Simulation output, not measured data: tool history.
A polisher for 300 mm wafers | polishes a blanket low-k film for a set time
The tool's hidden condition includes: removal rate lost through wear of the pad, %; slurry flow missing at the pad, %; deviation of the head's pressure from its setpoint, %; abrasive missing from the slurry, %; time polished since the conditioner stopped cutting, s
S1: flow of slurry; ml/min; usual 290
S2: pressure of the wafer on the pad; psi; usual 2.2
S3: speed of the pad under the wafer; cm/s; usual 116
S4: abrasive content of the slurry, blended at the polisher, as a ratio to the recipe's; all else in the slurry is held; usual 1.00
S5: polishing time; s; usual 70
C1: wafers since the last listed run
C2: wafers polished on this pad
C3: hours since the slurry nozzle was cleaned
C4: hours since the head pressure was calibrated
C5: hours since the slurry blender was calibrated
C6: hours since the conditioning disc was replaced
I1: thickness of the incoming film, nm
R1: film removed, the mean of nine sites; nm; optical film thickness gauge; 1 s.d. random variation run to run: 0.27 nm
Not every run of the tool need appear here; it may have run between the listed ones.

{"run": 1, "hour": 0.0, "S1": 290, "S2": 2.2, "S3": 116, "S4": 1.0, "S5": 70, "C1": 0, "C2": 790, "C3": 170.0, "C4": 205.0, "C5": 581.3, "C6": 185.7, "I1": 561.0, "R1": 43.0}
{"run": 2, "hour": 82.8, "S1": 290, "S2": 2.2, "S3": 116, "S4": 1.0, "S5": 70, "C1": 830, "C2": 1620, "C3": 252.8, "C4": 287.8, "C5": 664.1, "C6": 268.5, "I1": 550.8, "R1": 43.2}
{"hour": 105.6, "done": "slurry blender recalibrated"}
{"run": 3, "hour": 175.0, "S1": 290, "S2": 2.2, "S3": 116, "S4": 1.0, "S5": 70, "C1": 905, "C2": 2526, "C3": 345.0, "C4": 380.0, "C5": 69.4, "C6": 360.7, "I1": 556.9, "R1": 44.2}
{"run": 4, "hour": 251.4, "S1": 290, "S2": 2.2, "S3": 116, "S4": 1.0, "S5": 70, "C1": 766, "C2": 3292, "C3": 421.4, "C4": 456.4, "C5": 145.8, "C6": 437.1, "I1": 555.1, "R1": 43.9}
{"run": 5, "hour": 330.0, "S1": 290, "S2": 2.4, "S3": 116, "S4": 1.0, "S5": 56, "C1": 788, "C2": 4081, "C3": 500.0, "C4": 535.0, "C5": 224.4, "C6": 515.7, "I1": 561.8, "R1": 37.6}
{"run": 6, "hour": 393.1, "S1": 290, "S2": 2.2, "S3": 116, "S4": 1.0, "S5": 70, "C1": 633, "C2": 4714, "C3": 563.1, "C4": 598.1, "C5": 287.5, "C6": 578.8, "I1": 562.8, "R1": 43.9}
{"hour": 444.4, "done": "conditioning disc replaced and pad reconditioned"}
{"run": 7, "hour": 460.1, "S1": 340, "S2": 2.2, "S3": 116, "S4": 1.0, "S5": 70, "C1": 652, "C2": 5367, "C3": 630.1, "C4": 665.1, "C5": 354.5, "C6": 15.7, "I1": 567.7, "R1": 43.7}
{"hour": 465.1, "done": "head pressure recalibrated"}
{"run": 8, "hour": 504.2, "S1": 290, "S2": 2.2, "S3": 104, "S4": 1.0, "S5": 70, "C1": 422, "C2": 5789, "C3": 674.2, "C4": 39.1, "C5": 398.6, "C6": 59.8, "I1": 559.1, "R1": 40.6}
{"hour": 579.2, "done": "slurry nozzle cleaned"}
{"hour": 588.2, "done": "worn pad replaced by a new one"}
{"run": 9, "hour": 600.9, "S1": 330, "S2": 2.7, "S3": 116, "S4": 1.25, "S5": 70, "C1": 920, "C2": 127, "C3": 21.7, "C4": 135.8, "C5": 495.3, "C6": 156.5, "I1": 562.2, "R1": 58.9}
{"run": 10, "hour": 675.5, "S1": 290, "S2": 1.6, "S3": 116, "S4": 0.75, "S5": 70, "C1": 748, "C2": 876, "C3": 96.3, "C4": 210.4, "C5": 569.9, "C6": 231.1, "I1": 565.3, "R1": 27.0}
{"run": 11, "hour": 719.7, "S1": 290, "S2": 2.2, "S3": 116, "S4": 1.0, "S5": 70, "C1": 443, "C2": 1319, "C3": 140.5, "C4": 254.6, "C5": 614.1, "C6": 275.3, "I1": 560.3, "R1": 43.0}
{"run": 12, "hour": 771.4, "S1": 290, "S2": 2.2, "S3": 116, "S4": 1.15, "S5": 51, "C1": 518, "C2": 1838, "C3": 192.2, "C4": 306.3, "C5": 665.8, "C6": 327.0, "I1": 561.4, "R1": 33.7}
{"hour": 833.2, "done": "slurry blender recalibrated"}
{"run": 13, "hour": 846.4, "S1": 290, "S2": 2.2, "S3": 116, "S4": 1.0, "S5": 70, "C1": 732, "C2": 2571, "C3": 267.2, "C4": 381.3, "C5": 13.2, "C6": 402.0, "I1": 564.8, "R1": 44.4}
{"run": 14, "hour": 928.9, "S1": 195, "S2": 2.2, "S3": 116, "S4": 1.0, "S5": 82, "C1": 827, "C2": 3398, "C3": 349.7, "C4": 463.8, "C5": 95.7, "C6": 484.5, "I1": 556.6, "R1": 50.6}
{"run": 15, "hour": 1035.1, "S1": 290, "S2": 1.7, "S3": 116, "S4": 1.0, "S5": 70, "C1": 1065, "C2": 4464, "C3": 455.9, "C4": 570.0, "C5": 201.9, "C6": 590.7, "I1": 570.5, "R1": 34.6}
{"hour": 1062.8, "done": "head pressure recalibrated"}
{"run": 16, "hour": 1112.9, "S1": 290, "S2": 2.2, "S3": 116, "S4": 1.0, "S5": 70, "C1": 760, "C2": 5225, "C3": 533.7, "C4": 50.1, "C5": 279.7, "C6": 668.5, "I1": 566.2, "R1": 43.5}
{"hour": 1168.2, "done": "conditioning disc replaced and pad reconditioned"}
{"run": 17, "hour": 1207.3, "S1": 290, "S2": 2.0, "S3": 116, "S4": 1.0, "S5": 70, "C1": 927, "C2": 6152, "C3": 628.1, "C4": 144.5, "C5": 374.1, "C6": 39.1, "I1": 558.0, "R1": 39.6}
{"hour": 1242.0, "done": "worn pad replaced by a new one"}
{"run": 18, "hour": 1310.7, "S1": 290, "S2": 2.2, "S3": 116, "S4": 1.0, "S5": 62, "C1": 997, "C2": 689, "C3": 731.5, "C4": 247.9, "C5": 477.5, "C6": 142.5, "I1": 566.2, "R1": 38.1}
{"hour": 1349.6, "done": "slurry nozzle cleaned"}
{"hour": 1537.5, "done": "slurry blender recalibrated"}
{"run": 19, "hour": 1605.6, "S1": 290, "S2": 2.2, "S3": 90, "S4": 1.1, "S5": 70, "C1": 2929, "C2": 3618, "C3": 256.0, "C4": 542.8, "C5": 68.1, "C6": 437.4, "I1": 561.4, "R1": 40.4}
{"run": 20, "hour": 1713.2, "S1": 290, "S2": 2.2, "S3": 150, "S4": 1.0, "S5": 70, "C1": 1079, "C2": 4698, "C3": 363.6, "C4": 650.4, "C5": 175.7, "C6": 545.0, "I1": 554.4, "R1": 51.4}
{"hour": 1739.5, "done": "conditioning disc replaced and pad reconditioned"}
{"hour": 1748.0, "done": "head pressure recalibrated"}
{"run": 21, "hour": 1791.2, "S1": 290, "S2": 2.2, "S3": 116, "S4": 1.0, "S5": 88, "C1": 742, "C2": 5441, "C3": 441.6, "C4": 43.2, "C5": 253.7, "C6": 51.7, "I1": 550.2, "R1": 55.4}
{"run": 22, "hour": 1886.1, "S1": 290, "S2": 1.5, "S3": 148, "S4": 0.75, "S5": 70, "C1": 952, "C2": 6393, "C3": 536.5, "C4": 138.1, "C5": 348.6, "C6": 146.6, "I1": 564.6, "R1": 29.9}
{"hour": 1927.1, "done": "worn pad replaced by a new one"}
{"run": 23, "hour": 1927.6, "S1": 320, "S2": 2.8, "S3": 102, "S4": 0.9, "S5": 70, "C1": 376, "C2": 4, "C3": 578.0, "C4": 179.6, "C5": 390.1, "C6": 188.1, "I1": 560.1, "R1": 47.8}
{"run": 24, "hour": 2012.6, "S1": 290, "S2": 2.2, "S3": 116, "S4": 0.85, "S5": 70, "C1": 853, "C2": 857, "C3": 663.0, "C4": 264.6, "C5": 475.1, "C6": 273.1, "I1": 562.5, "R1": 39.1}

Entry by entry between the runs, the difference in hidden state between the last listed run before and the first listed run after:
In the gap between runs 2 and 3: slurry blender recalibrated (hour 105.6)
  abrasive missing from the slurry, %: 5.06 -> 1.9
  measured value less the no-hidden-state value, R1: -1.3 -> -0.5 nm
In the gap between runs 6 and 7: conditioning disc replaced and pad reconditioned (hour 444.4)
  abrasive missing from the slurry, %: 4.26 -> 4.63
  measured value less the no-hidden-state value, R1: -1.0 -> -1.2 nm
In the gap between runs 7 and 8: head pressure recalibrated (hour 465.1)
  abrasive missing from the slurry, %: 4.63 -> 4.82
  measured value less the no-hidden-state value, R1: -1.2 -> -1.1 nm
In the gap between runs 8 and 9: slurry nozzle cleaned (hour 579.2); worn pad replaced by a new one (hour 588.2)
  abrasive missing from the slurry, %: 4.82 -> 5.13
  measured value less the no-hidden-state value, R1: -1.1 -> -1.5 nm
In the gap between runs 12 and 13: slurry blender recalibrated (hour 833.2)
  abrasive missing from the slurry, %: 5.43 -> 0.476
  measured value less the no-hidden-state value, R1: -1.0 -> -0.1 nm
In the gap between runs 15 and 16: head pressure recalibrated (hour 1062.8)
  abrasive missing from the slurry, %: 3.26 -> 3.87
  measured value less the no-hidden-state value, R1: -0.7 -> -1.0 nm
In the gap between runs 16 and 17: conditioning disc replaced and pad reconditioned (hour 1168.2)
  abrasive missing from the slurry, %: 3.87 -> 4.38
  measured value less the no-hidden-state value, R1: -1.0 -> -1.0 nm
In the gap between runs 17 and 18: worn pad replaced by a new one (hour 1242.0)
  abrasive missing from the slurry, %: 4.38 -> 4.74
  measured value less the no-hidden-state value, R1: -1.0 -> -1.0 nm
In the gap between runs 18 and 19: slurry nozzle cleaned (hour 1349.6); slurry blender recalibrated (hour 1537.5)
  abrasive missing from the slurry, %: 4.74 -> 1.53
  measured value less the no-hidden-state value, R1: -1.0 -> -0.3 nm
In the gap between runs 20 and 21: conditioning disc replaced and pad reconditioned (hour 1739.5); head pressure recalibrated (hour 1748.0)
  abrasive missing from the slurry, %: 2.99 -> 3.69
  measured value less the no-hidden-state value, R1: -0.8 -> -1.1 nm
In the gap between runs 22 and 23: worn pad replaced by a new one (hour 1927.1)
  abrasive missing from the slurry, %: 4.26 -> 4.45
  measured value less the no-hidden-state value, R1: -0.8 -> -1.3 nm
